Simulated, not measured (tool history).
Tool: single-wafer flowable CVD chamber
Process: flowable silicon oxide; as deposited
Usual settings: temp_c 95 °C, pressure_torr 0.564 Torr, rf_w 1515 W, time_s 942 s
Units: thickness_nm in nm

run	hour	temp_c	pressure_torr	rf_w	time_s	wafers since the last listed run	hours since the last thermocouple change	hours since the last RF generator calibration	hours since the last manometer calibration	hours since the showerhead was replaced	hours since the gauge calibration	read-back reference wafer on the same gauge, thickness_nm	thickness_nm
1	0	95	0.564	1405	942	0	68.8	609.2	108	214.5	273.6	330.076	370.894
2	47.7	95	0.564	1405	942	74	116.5	656.9	155.7	262.2	321.3	329.959	368.695
3	72.9	95	0.564	1405	942	39	141.7	682.1	180.9	287.4	346.5	330	372.287
4	99.8	95	0.564	1515	942	42	168.6	709	207.8	314.3	373.4	330.284	383.733
5	148.9	95	0.564	1515	942	76	217.7	758.1	256.9	363.4	422.5	329.924	382.322
6	271.3	95	0.564	1755	942	191	340.1	880.5	379.3	485.8	544.9	329.89	404.241
7	304.4	95	0.564	1515	1054	51	373.2	913.6	412.4	518.9	578	330.142	426.015
8	357.2	95	0.564	1515	1095	82	426	966.4	465.2	571.7	630.8	329.943	439.053
9	408.4	95	0.564	1705	819	79	477.2	1017.6	516.4	622.9	682	330.069	348.329
10	473.3	91	0.564	1400	942	101	542.1	1082.5	581.3	687.8	746.9	329.99	413.588
11	543.3	95	0.564	1515	942	109	612.1	1152.5	651.3	757.8	816.9	330.194	377.829
12	572.7	102	0.631	1270	991	45	641.5	1181.9	680.7	787.2	846.3	330.025	330.664
13	631.7	95	0.5	1515	848	92	700.5	1240.9	739.7	846.2	905.3	329.958	303.615
14	699	95	0.564	1755	942	105	767.8	1308.2	807	913.5	972.6	330.045	400.383
15	751.9	95	0.564	1755	942	82	820.7	1361.1	859.9	966.4	1025.5	330.044	400.454
16	793.2	95	0.618	1515	942	64	862	1402.4	901.2	1007.7	1066.8	330.037	413.612
17	843.4	95	0.564	1515	942	78	912.2	1452.6	951.4	1057.9	1117	330.184	375.69
18	886.1	105	0.564	1515	885	66	954.9	1495.3	994.1	1100.6	1159.7	330.057	263.568
# hour 916.6: RF generator calibrated
# hour 934.6: thermocouple changed; heater temperature recalibrated
19	952.1	95	0.564	1815	870	78	17.5	35.5	1060.1	1166.6	1225.7	329.72	382.164
20	984.8	95	0.564	1515	855	51	50.2	68.2	1092.8	1199.3	1258.4	329.824	353.51
21	1055.7	104	0.659	1515	1003	110	121.1	139.1	1163.7	1270.2	1329.3	330.05	370.32
22	1114.7	95	0.5	1515	848	92	180.1	198.1	1222.7	1329.2	1388.3	329.914	309.388
23	1151.2	95	0.47	1785	942	57	216.6	234.6	1259.2	1365.7	1424.8	329.939	344.605
24	1199.4	95	0.466	1310	942	75	264.8	282.8	1307.4	1413.9	1473	330.161	295.488
25	1364.7	95	0.564	1515	942	258	430.1	448.1	1472.7	1579.2	1638.3	330.095	383.334
26	1409.9	95	0.564	1620	942	70	475.3	493.3	1517.9	1624.4	1683.5	330	395.167
27	1457.6	95	0.564	1240	886	74	523	541	1565.6	1672.1	1731.2	329.958	320.352

5 ways to go on from here, each from the tool as it stands after run 27. What would each give?
A	1458.3	95	0.564	1215	942	1	523.7	541.7	1566.3	1672.8	1731.9	?	?
B	1458.3	95	0.682	1515	1036	1	523.7	541.7	1566.3	1672.8	1731.9	?	?
C	1458.3	86	0.501	1515	942	1	523.7	541.7	1566.3	1672.8	1731.9	?	?
D	1458.3	104	0.503	1515	780	1	523.7	541.7	1566.3	1672.8	1731.9	?	?
E	1458.3	81	0.564	1515	999	1	523.7	541.7	1566.3	1672.8	1731.9	?	?

run	read-back reference wafer on the same gauge, thickness_nm	thickness_nm
A	330.079	337.567
B	330.079	511.043
C	330.079	439.732
D	330.079	218.093
E	330.079	597.66
Without the tool's hidden state the same runs would have given:
run	thickness_nm
A	345.227
B	520.022
C	447.458
D	221.925
E	608.161

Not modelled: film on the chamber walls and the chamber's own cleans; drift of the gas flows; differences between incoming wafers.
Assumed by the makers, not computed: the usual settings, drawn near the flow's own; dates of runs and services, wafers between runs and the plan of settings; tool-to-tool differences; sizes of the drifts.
